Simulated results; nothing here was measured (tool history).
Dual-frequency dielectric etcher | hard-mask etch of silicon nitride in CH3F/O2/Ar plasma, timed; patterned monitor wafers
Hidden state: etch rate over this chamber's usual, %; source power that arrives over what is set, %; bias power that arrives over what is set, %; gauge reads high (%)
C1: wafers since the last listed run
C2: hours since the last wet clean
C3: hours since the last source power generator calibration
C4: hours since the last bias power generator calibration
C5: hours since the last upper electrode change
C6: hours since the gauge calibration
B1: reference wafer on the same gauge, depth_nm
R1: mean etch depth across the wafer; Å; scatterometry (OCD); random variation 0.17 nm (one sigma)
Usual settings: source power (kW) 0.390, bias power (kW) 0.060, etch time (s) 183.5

run 1 hour=0.0 | source_power_(kW)=0.390 bias_power_(kW)=0.060 etch_time_(s)=183.5 | C1=0 C2=274.0 C3=3133.0 C4=3217.6 C5=3200.8 C6=221.9 | B1=98.0 | R1=1128
run 2 hour=46.0 | source_power_(kW)=0.390 bias_power_(kW)=0.060 etch_time_(s)=183.5 | C1=359 C2=320.0 C3=3179.0 C4=3263.6 C5=3246.8 C6=267.9 | B1=97.9 | R1=1129
run 3 hour=121.3 | source_power_(kW)=0.390 bias_power_(kW)=0.060 etch_time_(s)=183.5 | C1=588 C2=395.3 C3=3254.3 C4=3338.9 C5=3322.1 C6=343.2 | B1=98.0 | R1=1128
-- hour=200.1 wet clean of the chamber
run 4 hour=200.6 | source_power_(kW)=0.390 bias_power_(kW)=0.060 etch_time_(s)=183.5 | C1=432 C2=0.5 C3=3333.6 C4=3418.2 C5=3401.4 C6=422.5 | B1=98.0 | R1=1136
run 5 hour=269.7 | source_power_(kW)=0.390 bias_power_(kW)=0.060 etch_time_(s)=183.5 | C1=540 C2=69.6 C3=3402.7 C4=3487.3 C5=3470.5 C6=491.6 | B1=98.1 | R1=1135
run 6 hour=340.1 | source_power_(kW)=0.390 bias_power_(kW)=0.060 etch_time_(s)=183.5 | C1=550 C2=140.0 C3=3473.1 C4=3557.7 C5=3540.9 C6=562.0 | B1=98.0 | R1=1135
run 7 hour=386.6 | source_power_(kW)=0.390 bias_power_(kW)=0.060 etch_time_(s)=183.5 | C1=363 C2=186.5 C3=3519.6 C4=3604.2 C5=3587.4 C6=608.5 | B1=98.0 | R1=1135
run 8 hour=424.0 | source_power_(kW)=0.390 bias_power_(kW)=0.060 etch_time_(s)=183.5 | C1=292 C2=223.9 C3=3557.0 C4=3641.6 C5=3624.8 C6=645.9 | B1=98.0 | R1=1128
run 9 hour=493.1 | source_power_(kW)=0.410 bias_power_(kW)=0.069 etch_time_(s)=183.5 | C1=540 C2=293.0 C3=3626.1 C4=3710.7 C5=3693.9 C6=715.0 | B1=98.0 | R1=1204
run 10 hour=572.6 | source_power_(kW)=0.410 bias_power_(kW)=0.069 etch_time_(s)=183.5 | C1=621 C2=372.5 C3=3705.6 C4=3790.2 C5=3773.4 C6=794.5 | B1=98.0 | R1=1204
-- hour=592.8 source power generator calibrated
run 11 hour=616.7 | source_power_(kW)=0.430 bias_power_(kW)=0.046 etch_time_(s)=183.5 | C1=313 C2=416.6 C3=23.9 C4=3834.3 C5=3817.5 C6=838.6 | B1=98.0 | R1=1051
-- hour=663.6 wet clean of the chamber
run 12 hour=704.3 | source_power_(kW)=0.480 bias_power_(kW)=0.049 etch_time_(s)=183.5 | C1=497 C2=40.7 C3=111.5 C4=3921.9 C5=3905.1 C6=926.2 | B1=98.0 | R1=1119
run 13 hour=803.1 | source_power_(kW)=0.390 bias_power_(kW)=0.060 etch_time_(s)=183.5 | C1=772 C2=139.5 C3=210.3 C4=4020.7 C5=4003.9 C6=1025.0 | B1=98.0 | R1=1125
-- hour=843.2 gauge calibrated
-- hour=855.8 upper electrode replaced
run 14 hour=895.4 | source_power_(kW)=0.390 bias_power_(kW)=0.051 etch_time_(s)=161.5 | C1=534 C2=231.8 C3=302.6 C4=4113.0 C5=39.6 C6=52.2 | B1=98.0 | R1=932
run 15 hour=947.5 | source_power_(kW)=0.310 bias_power_(kW)=0.074 etch_time_(s)=183.5 | C1=407 C2=283.9 C3=354.7 C4=4165.1 C5=91.7 C6=104.3 | B1=98.0 | R1=1132
-- hour=990.4 bias power generator calibrated
run 16 hour=1050.2 | source_power_(kW)=0.480 bias_power_(kW)=0.075 etch_time_(s)=130.0 | C1=771 C2=386.6 C3=457.4 C4=59.8 C5=194.4 C6=207.0 | B1=98.0 | R1=915
-- hour=1120.8 wet clean of the chamber
run 17 hour=1121.3 | source_power_(kW)=0.340 bias_power_(kW)=0.049 etch_time_(s)=129.0 | C1=368 C2=0.5 C3=528.5 C4=130.9 C5=265.5 C6=278.1 | B1=98.0 | R1=708
run 18 hour=1209.3 | source_power_(kW)=0.390 bias_power_(kW)=0.060 etch_time_(s)=183.5 | C1=688 C2=88.5 C3=616.5 C4=218.9 C5=353.5 C6=366.1 | B1=98.0 | R1=1122
run 19 hour=1301.6 | source_power_(kW)=0.390 bias_power_(kW)=0.067 etch_time_(s)=224.5 | C1=721 C2=180.8 C3=708.8 C4=311.2 C5=445.8 C6=458.4 | B1=98.0 | R1=1428
run 20 hour=1401.2 | source_power_(kW)=0.440 bias_power_(kW)=0.074 etch_time_(s)=208.0 | C1=778 C2=280.4 C3=808.4 C4=410.8 C5=545.4 C6=558.0 | B1=98.0 | R1=1417

The same runs without the tool's hidden state, with the same run-to-run variation:
run=1 R1=1124
run=2 R1=1126
run=3 R1=1126
run=4 R1=1126
run=5 R1=1126
run=6 R1=1127
run=7 R1=1127
run=8 R1=1120
run=9 R1=1198
run=10 R1=1199
run=11 R1=1058
run=12 R1=1119
run=13 R1=1127
run=14 R1=935
run=15 R1=1137
run=16 R1=921
run=17 R1=707
run=18 R1=1122
run=19 R1=1430
run=20 R1=1422
